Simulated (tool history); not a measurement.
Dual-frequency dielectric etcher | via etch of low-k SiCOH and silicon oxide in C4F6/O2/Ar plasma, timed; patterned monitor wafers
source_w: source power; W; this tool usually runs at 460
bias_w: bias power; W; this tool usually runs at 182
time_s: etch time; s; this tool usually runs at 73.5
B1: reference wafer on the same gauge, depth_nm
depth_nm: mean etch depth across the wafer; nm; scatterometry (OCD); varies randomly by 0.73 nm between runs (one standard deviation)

run 1 hour=0.0 | source_w=460 bias_w=182 time_s=73.5 | B1=219.3 | depth_nm=217.6
run 2 hour=22.3 | source_w=460 bias_w=182 time_s=73.5 | B1=219.1 | depth_nm=217.7
run 3 hour=57.8 | source_w=460 bias_w=182 time_s=73.5 | B1=218.9 | depth_nm=218.1
run 4 hour=76.8 | source_w=460 bias_w=182 time_s=73.5 | B1=219.0 | depth_nm=218.4
run 5 hour=110.5 | source_w=460 bias_w=182 time_s=73.5 | B1=219.0 | depth_nm=219.0
run 6 hour=126.7 | source_w=460 bias_w=182 time_s=73.5 | B1=219.3 | depth_nm=220.1
run 7 hour=142.1 | source_w=460 bias_w=182 time_s=73.5 | B1=219.0 | depth_nm=219.8
run 8 hour=167.0 | source_w=460 bias_w=182 time_s=73.5 | B1=218.8 | depth_nm=219.6
-- hour=206.0 gauge calibrated
-- hour=214.4 wet clean of the chamber
run 9 hour=214.9 | source_w=380 bias_w=164 time_s=73.5 | B1=219.2 | depth_nm=191.5
run 10 hour=221.8 | source_w=380 bias_w=164 time_s=73.5 | B1=218.8 | depth_nm=191.4
-- hour=254.7 source power generator calibrated
run 11 hour=255.2 | source_w=380 bias_w=164 time_s=73.5 | B1=218.9 | depth_nm=193.1
run 12 hour=290.9 | source_w=460 bias_w=159 time_s=90.0 | B1=218.9 | depth_nm=254.5
run 13 hour=314.4 | source_w=460 bias_w=151 time_s=57.0 | B1=219.0 | depth_nm=158.6
run 14 hour=346.7 | source_w=550 bias_w=182 time_s=87.0 | B1=219.1 | depth_nm=273.6
run 15 hour=382.3 | source_w=540 bias_w=182 time_s=73.5 | B1=219.1 | depth_nm=232.7
-- hour=388.6 bias power generator calibrated
run 16 hour=416.5 | source_w=460 bias_w=182 time_s=73.5 | B1=218.9 | depth_nm=217.5
-- hour=453.7 upper electrode replaced
run 17 hour=454.2 | source_w=380 bias_w=182 time_s=85.0 | B1=218.9 | depth_nm=232.7
run 18 hour=454.9 | source_w=460 bias_w=182 time_s=73.5 | B1=219.0 | depth_nm=217.2
run 19 hour=480.1 | source_w=460 bias_w=182 time_s=73.5 | B1=219.0 | depth_nm=218.0
run 20 hour=511.1 | source_w=460 bias_w=224 time_s=89.0 | B1=219.0 | depth_nm=283.0
run 21 hour=529.2 | source_w=460 bias_w=182 time_s=90.0 | B1=218.8 | depth_nm=269.2
run 22 hour=546.6 | source_w=460 bias_w=182 time_s=73.5 | B1=219.1 | depth_nm=219.0

Run 23, settings as shown, results not yet in. Your forecast:
run 23 hour=562.8 | source_w=460 bias_w=168 time_s=73.5 | B1=? | depth_nm=?

Run 23 measured B1 218.9, depth_nm 215.6 nm.
If the tool had no hidden condition, the same run with the same run-to-run variation would have returned depth_nm 209.2 nm.

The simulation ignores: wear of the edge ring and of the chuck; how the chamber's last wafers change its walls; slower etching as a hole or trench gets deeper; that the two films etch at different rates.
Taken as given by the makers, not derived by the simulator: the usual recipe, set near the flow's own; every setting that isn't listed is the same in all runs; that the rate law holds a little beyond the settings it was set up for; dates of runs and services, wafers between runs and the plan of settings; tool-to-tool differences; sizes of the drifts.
